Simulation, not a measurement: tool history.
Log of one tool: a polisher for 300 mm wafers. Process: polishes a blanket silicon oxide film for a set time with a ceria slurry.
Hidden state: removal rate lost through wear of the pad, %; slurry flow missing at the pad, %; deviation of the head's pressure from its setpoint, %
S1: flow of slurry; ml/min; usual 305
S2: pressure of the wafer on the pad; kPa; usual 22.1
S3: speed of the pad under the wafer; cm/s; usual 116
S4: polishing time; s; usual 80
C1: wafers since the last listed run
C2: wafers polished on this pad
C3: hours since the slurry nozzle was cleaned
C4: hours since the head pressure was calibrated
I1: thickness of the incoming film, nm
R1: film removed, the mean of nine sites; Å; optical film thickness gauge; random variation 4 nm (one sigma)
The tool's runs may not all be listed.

run,day,S1,S2,S3,S4,C1,C2,C3,C4,I1,R1
1,0,305,22.1,148,80,0,1876,491.6,320.3,1556.2,5912
2,0.912,305,22.1,148,80,286,2162,513.5,342.2,1531.5,5893
3,1.575,305,22.1,148,80,207,2370,529.4,358.1,1551.8,5859
4,2.096,305,22.1,116,80,163,2534,541.9,370.6,1553.9,4504
# day 2.342: worn pad replaced by a new one
5,6.192,305,22.1,116,80,1232,1207,640.2,468.9,1540.3,4529
6,7.442,380,22.1,116,80,392,1599,670.2,498.9,1550.2,4603
7,8.292,380,22.1,116,80,266,1866,690.6,519.3,1551.7,4587
8,12.192,380,22.1,116,80,1223,3090,784.2,612.9,1557.3,4576
# day 12.554: worn pad replaced by a new one
9,12.867,305,22.1,116,80,159,98,800.4,629.1,1546,4444
10,13.942,305,22.1,116,80,337,436,826.2,654.9,1537,4524
11,14.55,305,22.1,116,80,190,626,840.8,669.5,1549.9,4484
12,15.458,305,22.1,116,80,285,911,862.6,691.3,1541.8,4577
# day 16.667: slurry nozzle cleaned
13,16.688,305,22.1,116,80,372,1284,0.5,720.8,1561.3,4499
# day 17.171: head pressure recalibrated
14,17.725,305,24.1,116,80,299,1584,25.4,13.3,1574.3,5234
15,18.412,305,22.1,116,80,215,1799,41.9,29.8,1554.4,4891
16,19.55,305,22.1,116,80,356,2156,69.2,57.1,1543.2,4779
17,20.829,380,22.1,84,80,401,2558,99.9,87.8,1541.9,3513
18,21.533,210,22.1,104,80,220,2779,116.8,104.7,1563.8,4104
# day 22.196: worn pad replaced by a new one
19,22.3,305,22.1,116,80,188,32,135.2,123.1,1552.5,4726
20,23.446,405,25.5,144,105,359,392,162.7,150.6,1562.7,8803
21,24.738,370,15.2,78,80,405,797,193.7,181.6,1557.9,2389
22,26.221,305,15.9,116,80,465,1262,229.3,217.2,1540,3594
23,27.5,305,22.1,116,66,401,1664,260,247.9,1547.2,3861
24,28.288,305,22.1,116,80,247,1911,278.9,266.8,1583.5,4588
25,29.675,305,22.1,116,80,435,2346,312.2,300.1,1531.4,4615
26,30.892,305,22.1,116,80,381,2728,341.4,329.3,1573.3,4560
27,31.896,305,22.1,116,80,315,3043,365.5,353.4,1535.9,4549
# day 32.517: worn pad replaced by a new one
28,32.538,305,22.1,140,80,149,7,380.9,368.8,1540.6,5559
29,33,375,24.1,144,64,145,152,392,379.9,1557.5,4985
30,34.283,305,17.2,100,68,402,554,422.8,410.7,1555.1,2717
31,35.008,305,22.1,116,80,227,782,440.2,428.1,1557.6,4457
32,35.646,305,27.6,82,80,200,982,455.5,443.4,1528.2,3869
33,36.646,305,24.1,116,80,313,1296,479.5,467.4,1556.7,4851
34,37.758,355,22.1,140,57,349,1645,506.2,494.1,1540.5,3933
35,39.233,305,17.9,144,80,462,2108,541.6,529.5,1545.7,4749
36,39.962,305,22.1,128,66,228,2336,559.1,547,1555.2,4111

Some steps in R1 between neighbouring runs. How much of each would the tool show without its hidden state too (settings, what came in, random variation), and how much is left for the hidden state, with any gauge scatter that isn't in both results?
Run 13 -> 14: S2 22.1 -> 24.1, head pressure recalibrated. R1 +735 Å: hidden state +391, all else +344.
Run 19 -> 20: S1 305 -> 405, S2 22.1 -> 25.5, S3 116 -> 144, S4 80 -> 105. R1 +4077 Å: hidden state -250, all else +4327.
Run 20 -> 21: S1 405 -> 370, S2 25.5 -> 15.2, S3 144 -> 78, S4 105 -> 80. R1 -6414 Å: hidden state +329, all else -6743.
Run 29 -> 30: S1 375 -> 305, S2 24.1 -> 17.2, S3 144 -> 100, S4 64 -> 68. R1 -2268 Å: hidden state +196, all else -2464.
